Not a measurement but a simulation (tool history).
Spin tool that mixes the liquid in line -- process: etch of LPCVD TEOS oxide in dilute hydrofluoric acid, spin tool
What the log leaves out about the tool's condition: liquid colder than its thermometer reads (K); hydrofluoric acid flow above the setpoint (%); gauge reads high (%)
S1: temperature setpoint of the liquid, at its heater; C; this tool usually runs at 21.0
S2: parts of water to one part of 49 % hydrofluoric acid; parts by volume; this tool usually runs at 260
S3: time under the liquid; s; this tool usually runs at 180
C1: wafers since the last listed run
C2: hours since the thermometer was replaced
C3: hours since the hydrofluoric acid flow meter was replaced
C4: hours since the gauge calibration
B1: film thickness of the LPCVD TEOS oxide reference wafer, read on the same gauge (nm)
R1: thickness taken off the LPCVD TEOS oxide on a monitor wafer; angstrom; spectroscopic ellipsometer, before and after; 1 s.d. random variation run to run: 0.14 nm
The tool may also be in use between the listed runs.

run 1 hour=0.0 | S1=21.0 S2=260 S3=180 | C1=0 C2=869.2 C3=500.4 C4=937.6 | B1=40.88 | R1=287.0
run 2 hour=88.5 | S1=21.0 S2=260 S3=180 | C1=822 C2=957.7 C3=588.9 C4=1026.1 | B1=40.92 | R1=283.2
-- hour=174.3 hydrofluoric acid flow meter replaced
run 3 hour=174.9 | S1=21.0 S2=260 S3=180 | C1=793 C2=1044.1 C3=0.6 C4=1112.5 | B1=40.95 | R1=284.3
run 4 hour=261.1 | S1=21.0 S2=260 S3=180 | C1=800 C2=1130.3 C3=86.8 C4=1198.7 | B1=40.95 | R1=284.5
run 5 hour=319.4 | S1=21.0 S2=260 S3=180 | C1=541 C2=1188.6 C3=145.1 C4=1257.0 | B1=40.99 | R1=283.8
run 6 hour=356.0 | S1=21.0 S2=260 S3=180 | C1=340 C2=1225.2 C3=181.7 C4=1293.6 | B1=41.01 | R1=286.1
-- hour=432.4 thermometer replaced
run 7 hour=432.9 | S1=21.0 S2=295 S3=180 | C1=705 C2=0.5 C3=258.6 C4=1370.5 | B1=41.02 | R1=243.3
run 8 hour=486.3 | S1=21.0 S2=295 S3=180 | C1=496 C2=53.9 C3=312.0 C4=1423.9 | B1=41.10 | R1=243.9
run 9 hour=593.6 | S1=23.0 S2=145 S3=125 | C1=997 C2=161.2 C3=419.3 C4=1531.2 | B1=41.05 | R1=432.8
run 10 hour=684.0 | S1=25.0 S2=260 S3=240 | C1=840 C2=251.6 C3=509.7 C4=1621.6 | B1=41.08 | R1=437.9
run 11 hour=771.4 | S1=21.0 S2=260 S3=180 | C1=812 C2=339.0 C3=597.1 C4=1709.0 | B1=41.07 | R1=285.9
run 12 hour=821.1 | S1=21.0 S2=260 S3=180 | C1=461 C2=388.7 C3=646.8 C4=1758.7 | B1=41.12 | R1=285.3
-- hour=876.8 hydrofluoric acid flow meter replaced
run 13 hour=879.0 | S1=19.5 S2=260 S3=125 | C1=528 C2=446.6 C3=2.2 C4=1816.6 | B1=41.06 | R1=187.8
-- hour=910.4 gauge calibrated
run 14 hour=943.9 | S1=19.0 S2=295 S3=275 | C1=603 C2=511.5 C3=67.1 C4=33.5 | B1=40.12 | R1=338.1
run 15 hour=999.6 | S1=25.0 S2=295 S3=180 | C1=517 C2=567.2 C3=122.8 C4=89.2 | B1=40.23 | R1=275.1
run 16 hour=1037.4 | S1=25.0 S2=155 S3=225 | C1=351 C2=605.0 C3=160.6 C4=127.0 | B1=40.25 | R1=761.7
run 17 hour=1106.5 | S1=18.5 S2=365 S3=260 | C1=642 C2=674.1 C3=229.7 C4=196.1 | B1=40.37 | R1=242.1
run 18 hour=1156.8 | S1=18.0 S2=260 S3=180 | C1=467 C2=724.4 C3=280.0 C4=246.4 | B1=40.41 | R1=251.8
run 19 hour=1256.9 | S1=21.0 S2=260 S3=95 | C1=930 C2=824.5 C3=380.1 C4=346.5 | B1=40.56 | R1=148.6
run 20 hour=1360.2 | S1=17.0 S2=260 S3=215 | C1=959 C2=927.8 C3=483.4 C4=449.8 | B1=40.59 | R1=289.6
run 21 hour=1452.8 | S1=21.0 S2=260 S3=80 | C1=860 C2=1020.4 C3=576.0 C4=542.4 | B1=40.68 | R1=126.1
run 22 hour=1550.4 | S1=25.0 S2=295 S3=180 | C1=906 C2=1118.0 C3=673.6 C4=640.0 | B1=40.81 | R1=277.1
-- hour=1573.0 hydrofluoric acid flow meter replaced
run 23 hour=1597.3 | S1=21.0 S2=190 S3=180 | C1=426 C2=1164.9 C3=24.3 C4=686.9 | B1=40.80 | R1=417.2
-- hour=1681.3 thermometer replaced
run 24 hour=1804.7 | S1=21.0 S2=260 S3=180 | C1=1917 C2=123.4 C3=231.7 C4=894.3 | B1=40.90 | R1=286.5
run 25 hour=1900.5 | S1=23.0 S2=260 S3=180 | C1=890 C2=219.2 C3=327.5 C4=990.1 | B1=40.96 | R1=303.9
run 26 hour=1975.3 | S1=21.0 S2=260 S3=180 | C1=695 C2=294.0 C3=402.3 C4=1064.9 | B1=40.97 | R1=286.2

Run 27, settings as shown, results not yet in. Your forecast:
run 27 hour=2032.7 | S1=21.0 S2=260 S3=150 | C1=533 C2=351.4 C3=459.7 C4=1122.3 | B1=? | R1=?

{"run 27": {"B1": 40.99, "R1": 238.9}}
Take away the tool's hidden state, keep the run-to-run variation as it was, and the same run would have given R1 233.3 angstrom.

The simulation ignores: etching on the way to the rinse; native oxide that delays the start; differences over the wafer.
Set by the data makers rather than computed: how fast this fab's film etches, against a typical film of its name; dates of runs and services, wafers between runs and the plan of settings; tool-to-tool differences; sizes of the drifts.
